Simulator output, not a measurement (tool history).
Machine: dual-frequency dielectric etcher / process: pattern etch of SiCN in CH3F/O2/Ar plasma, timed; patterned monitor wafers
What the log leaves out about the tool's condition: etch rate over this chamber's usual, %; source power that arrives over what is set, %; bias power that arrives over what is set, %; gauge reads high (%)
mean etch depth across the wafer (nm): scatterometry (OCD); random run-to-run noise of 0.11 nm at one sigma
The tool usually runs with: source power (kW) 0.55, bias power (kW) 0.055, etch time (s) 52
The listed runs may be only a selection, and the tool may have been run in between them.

| run | day | source power (kW) | bias power (kW) | etch time (s) | wafers since the last listed run | hours since the last wet clean | hours since the last source power generator calibration | hours since the last bias power generator calibration | hours since the last upper electrode change | hours since the gauge calibration | read-back reference wafer on the same gauge, depth_nm | mean etch depth across the wafer (nm) |
|---|---|---|---|---|---|---|---|---|---|---|---|---|
| 1 | 0 | 0.55 | 0.052 | 52 | 0 | 533.5 | 1142 | 3971.7 | 2076.4 | 768.3 | 23.23 | 18.94 |
|  | 0.854 | wet clean of the chamber |
| 2 | 3.383 | 0.55 | 0.055 | 52 | 793 | 60.7 | 1223.2 | 4052.9 | 2157.6 | 849.5 | 23.2 | 19.4 |
| 3 | 5.712 | 0.55 | 0.055 | 52 | 730 | 116.6 | 1279.1 | 4108.8 | 2213.5 | 905.4 | 23.22 | 19.49 |
| 4 | 8.079 | 0.55 | 0.055 | 52 | 742 | 173.4 | 1335.9 | 4165.6 | 2270.3 | 962.2 | 23.19 | 19.42 |
| 5 | 10.154 | 0.55 | 0.055 | 52 | 650 | 223.2 | 1385.7 | 4215.4 | 2320.1 | 1012 | 23.21 | 19.58 |
| 6 | 12.488 | 0.55 | 0.055 | 52 | 732 | 279.2 | 1441.7 | 4271.4 | 2376.1 | 1068 | 23.21 | 19.49 |
| 7 | 14.792 | 0.55 | 0.055 | 52 | 722 | 334.5 | 1497 | 4326.7 | 2431.4 | 1123.3 | 23.16 | 19.45 |
| 8 | 17.546 | 0.55 | 0.06 | 52 | 864 | 400.6 | 1563.1 | 4392.8 | 2497.5 | 1189.4 | 23.17 | 20.06 |
| 9 | 19.625 | 0.55 | 0.06 | 52 | 652 | 450.5 | 1613 | 4442.7 | 2547.4 | 1239.3 | 23.22 | 20.37 |
|  | 22.183 | wet clean of the chamber |
| 10 | 22.204 | 0.55 | 0.06 | 52 | 495 | 0.5 | 1674.9 | 4504.6 | 2609.3 | 1301.2 | 23.2 | 20.29 |
|  | 23.338 | source power generator calibrated |
|  | 25.088 | upper electrode replaced |
| 11 | 25.108 | 0.55 | 0.055 | 52 | 545 | 70.2 | 42.5 | 4574.3 | 0.5 | 1370.9 | 23.19 | 19.37 |
| 12 | 26.767 | 0.44 | 0.055 | 52 | 520 | 110 | 82.3 | 4614.1 | 40.3 | 1410.7 | 23.21 | 18.36 |
| 13 | 30.104 | 0.42 | 0.065 | 44.5 | 1047 | 190.1 | 162.4 | 4694.2 | 120.4 | 1490.8 | 23.18 | 16.62 |
| 14 | 33.858 | 0.55 | 0.055 | 52 | 1177 | 280.2 | 252.5 | 4784.3 | 210.5 | 1580.9 | 23.18 | 19.49 |
| 15 | 37.275 | 0.55 | 0.061 | 52 | 1071 | 362.2 | 334.5 | 4866.3 | 292.5 | 1662.9 | 23.18 | 20.49 |
|  | 39.462 | bias power generator calibrated |
|  | 40.029 | wet clean of the chamber |
| 16 | 40.692 | 0.55 | 0.06 | 38.5 | 842 | 15.9 | 416.5 | 29.5 | 374.5 | 1744.9 | 23.2 | 14.9 |
| 17 | 43.425 | 0.66 | 0.065 | 67 | 857 | 81.5 | 482.1 | 95.1 | 440.1 | 1810.5 | 23.2 | 28.08 |
| 18 | 46.912 | 0.55 | 0.055 | 52 | 1094 | 165.2 | 565.8 | 178.8 | 523.8 | 1894.2 | 23.2 | 19.25 |
| 19 | 48.85 | 0.42 | 0.062 | 60.5 | 607 | 211.7 | 612.3 | 225.3 | 570.3 | 1940.7 | 23.21 | 22.41 |
|  | 49.046 | gauge calibrated |
|  | 59.504 | wet clean of the chamber |
| 20 | 59.917 | 0.61 | 0.061 | 45 | 3158 | 9.9 | 877.9 | 490.9 | 835.9 | 260.9 | 23.22 | 17.92 |
| 21 | 62.296 | 0.55 | 0.05 | 52 | 746 | 67 | 935 | 548 | 893 | 318 | 23.21 | 18.62 |
| 22 | 66.738 | 0.55 | 0.055 | 52 | 1393 | 173.6 | 1041.6 | 654.6 | 999.6 | 424.6 | 23.19 | 19.37 |
| 23 | 68.712 | 0.55 | 0.055 | 52 | 619 | 221 | 1089 | 702 | 1047 | 472 | 23.2 | 19.37 |

Consider 5 possible next runs. They are alternatives, not a sequence: every one starts from the tool as it was left by run 23. What does each give?
| A | 68.729 | 0.55 | 0.055 | 37.5 | 5 | 221.4 | 1089.4 | 702.4 | 1047.4 | 472.4 | ? | ? |
| B | 68.729 | 0.69 | 0.055 | 52 | 5 | 221.4 | 1089.4 | 702.4 | 1047.4 | 472.4 | ? | ? |
| C | 68.729 | 0.63 | 0.042 | 64.5 | 5 | 221.4 | 1089.4 | 702.4 | 1047.4 | 472.4 | ? | ? |
| D | 68.729 | 0.55 | 0.065 | 64 | 5 | 221.4 | 1089.4 | 702.4 | 1047.4 | 472.4 | ? | ? |
| E | 68.729 | 0.69 | 0.059 | 52 | 5 | 221.4 | 1089.4 | 702.4 | 1047.4 | 472.4 | ? | ? |

| run | read-back reference wafer on the same gauge, depth_nm | mean etch depth across the wafer (nm) |
|---|---|---|
| A | 23.24 | 14 |
| B | 23.24 | 20.66 |
| C | 23.24 | 22.36 |
| D | 23.24 | 25.62 |
| E | 23.24 | 21.27 |
With the hidden condition removed and each run's random variation left untouched, the same runs would have given:
| run | mean etch depth across the wafer (nm) |
|---|---|
| A | 14 |
| B | 20.66 |
| C | 22.36 |
| D | 25.62 |
| E | 21.27 |
